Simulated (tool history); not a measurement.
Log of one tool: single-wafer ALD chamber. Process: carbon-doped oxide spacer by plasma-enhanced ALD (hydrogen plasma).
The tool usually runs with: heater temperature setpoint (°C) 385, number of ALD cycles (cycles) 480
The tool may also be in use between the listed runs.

run   hour  heater temperature setpoint (°C)  number of ALD cycles (cycles)  read-back reference wafer on the same gauge, thickness_nm  mean film thickness on the monitor wafer (nm)
  1    0.0                               385                            480                                                     20.892                                         21.721
  2    7.3                               374                            480                                                     20.900                                         21.809
  3   35.1                               374                            480                                                     20.878                                         21.692
  4   51.3                               374                            480                                                     20.908                                         21.825
  5  101.4                               378                            539                                                     20.903                                         24.484
  6  112.6                               385                            480                                                     20.903                                         21.775
     123.9  -- thermocouple changed; heater temperature recalibrated
  7  124.4                               385                            480                                                     20.899                                         21.799
  8  125.5                               385                            480                                                     20.906                                         21.814
  9  141.3                               385                            480                                                     20.897                                         21.792
 10  148.5                               377                            534                                                     20.907                                         24.254
 11  166.1                               385                            480                                                     20.903                                         21.801
 12  172.6                               370                            575                                                     20.894                                         26.141
 13  188.7                               385                            401                                                     20.907                                         18.160
 14  199.3                               392                            480                                                     20.896                                         21.781
 15  218.6                               385                            480                                                     20.899                                         21.830
     219.9  -- gauge calibrated
 16  233.1                               373                            403                                                     20.893                                         18.306
 17  249.6                               385                            480                                                     20.904                                         21.698
 18  267.0                               391                            480                                                     20.906                                         21.803
 19  284.3                               370                            575                                                     20.922                                         26.200
 20  298.6                               398                            398                                                     20.895                                         17.974
 21  310.2                               391                            480                                                     20.909                                         21.738
 22  320.6                               385                            424                                                     20.898                                         19.189
 23  328.8                               385                            540                                                     20.891                                         24.443

Run-by-run hidden state of the tool:
wafer temperature above the value expected at the setpoint (K): 0, the same for each run
gauge reads high (%): 0, the same for each run
